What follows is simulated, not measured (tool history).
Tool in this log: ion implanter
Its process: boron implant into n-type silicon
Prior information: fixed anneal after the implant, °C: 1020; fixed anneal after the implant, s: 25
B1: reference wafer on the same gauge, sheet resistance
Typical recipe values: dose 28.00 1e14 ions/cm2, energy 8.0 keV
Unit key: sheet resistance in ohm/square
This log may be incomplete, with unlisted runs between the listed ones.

run 1 hour=0.0 | dose=34.21 energy=8.0 | B1=98.96 | sheet_resistance=89.69
run 2 hour=10.0 | dose=28.00 energy=8.0 | B1=98.97 | sheet_resistance=91.75
run 3 hour=27.2 | dose=28.00 energy=8.0 | B1=98.91 | sheet_resistance=91.51
run 4 hour=40.6 | dose=28.00 energy=8.0 | B1=98.96 | sheet_resistance=91.57
run 5 hour=62.9 | dose=29.82 energy=9.5 | B1=98.80 | sheet_resistance=82.35
run 6 hour=77.2 | dose=29.82 energy=9.5 | B1=98.85 | sheet_resistance=82.41
-- hour=98.6 extraction supply calibrated
run 7 hour=99.1 | dose=29.82 energy=9.5 | B1=98.68 | sheet_resistance=82.17
run 8 hour=103.4 | dose=28.00 energy=8.0 | B1=98.77 | sheet_resistance=91.21
run 9 hour=115.9 | dose=28.00 energy=8.0 | B1=98.59 | sheet_resistance=91.33
run 10 hour=125.9 | dose=28.00 energy=8.0 | B1=98.55 | sheet_resistance=91.12
run 11 hour=137.9 | dose=22.52 energy=8.0 | B1=98.57 | sheet_resistance=94.12
run 12 hour=149.5 | dose=30.80 energy=8.0 | B1=98.55 | sheet_resistance=90.09
run 13 hour=165.1 | dose=30.80 energy=8.0 | B1=98.48 | sheet_resistance=90.10
run 14 hour=181.2 | dose=30.80 energy=8.0 | B1=98.37 | sheet_resistance=89.95
run 15 hour=192.1 | dose=19.88 energy=11.0 | B1=98.21 | sheet_resistance=83.28
run 16 hour=199.6 | dose=22.33 energy=10.0 | B1=98.27 | sheet_resistance=84.11
run 17 hour=211.8 | dose=23.38 energy=8.0 | B1=98.18 | sheet_resistance=93.20
run 18 hour=228.7 | dose=32.36 energy=5.5 | B1=98.17 | sheet_resistance=107.48
run 19 hour=252.1 | dose=33.61 energy=6.5 | B1=97.89 | sheet_resistance=99.00
run 20 hour=268.1 | dose=28.00 energy=5.5 | B1=97.77 | sheet_resistance=108.70
run 21 hour=276.3 | dose=28.00 energy=8.0 | B1=97.80 | sheet_resistance=90.36
run 22 hour=285.9 | dose=32.32 energy=6.5 | B1=97.79 | sheet_resistance=99.09
run 23 hour=298.0 | dose=21.51 energy=8.0 | B1=97.56 | sheet_resistance=93.92
run 24 hour=312.5 | dose=28.00 energy=5.0 | B1=97.45 | sheet_resistance=112.60
-- hour=323.9 gauge calibrated
run 25 hour=327.2 | dose=35.70 energy=8.0 | B1=99.11 | sheet_resistance=89.16
-- hour=336.7 Faraday cup replaced and dose calibrated
run 26 hour=342.3 | dose=28.00 energy=9.0 | B1=99.19 | sheet_resistance=85.76
run 27 hour=357.4 | dose=25.04 energy=6.5 | B1=99.10 | sheet_resistance=103.50
run 28 hour=373.4 | dose=28.00 energy=8.0 | B1=99.12 | sheet_resistance=91.83
run 29 hour=388.8 | dose=25.00 energy=9.5 | B1=99.14 | sheet_resistance=84.93
run 30 hour=399.5 | dose=28.00 energy=8.0 | B1=99.05 | sheet_resistance=91.64
run 31 hour=405.9 | dose=19.93 energy=10.0 | B1=99.04 | sheet_resistance=87.35
run 32 hour=454.5 | dose=22.22 energy=7.0 | B1=98.88 | sheet_resistance=100.78
run 33 hour=464.9 | dose=33.61 energy=6.5 | B1=98.87 | sheet_resistance=99.96
run 34 hour=477.3 | dose=28.00 energy=8.0 | B1=98.90 | sheet_resistance=91.45
run 35 hour=515.4 | dose=28.00 energy=7.0 | B1=98.77 | sheet_resistance=98.13
run 36 hour=527.0 | dose=24.83 energy=6.0 | B1=98.61 | sheet_resistance=106.77

What the log doesn't show, run by run:
deviation of the true dose from the Faraday cup's reading, %: 0 in every run
deviation of the true energy from its setpoint, %: 0 in every run
H1: gauge reads high (%)
run=1 H1=-0.232
run=2 H1=-0.25
run=3 H1=-0.286
run=4 H1=-0.317
run=5 H1=-0.378
run=6 H1=-0.422
run=7 H1=-0.497
run=8 H1=-0.513
run=9 H1=-0.562
run=10 H1=-0.602
run=11 H1=-0.654
run=12 H1=-0.707
run=13 H1=-0.781
run=14 H1=-0.864
run=15 H1=-0.922
run=16 H1=-0.964
run=17 H1=-1.03
run=18 H1=-1.14
run=19 H1=-1.29
run=20 H1=-1.4
run=21 H1=-1.45
run=22 H1=-1.52
run=23 H1=-1.61
run=24 H1=-1.72
run=25 H1=-0.0786
run=26 H1=-0.0818
run=27 H1=-0.0895
run=28 H1=-0.103
run=29 H1=-0.12
run=30 H1=-0.135
run=31 H1=-0.144
run=32 H1=-0.246
run=33 H1=-0.274
run=34 H1=-0.31
run=35 H1=-0.439
run=36 H1=-0.484
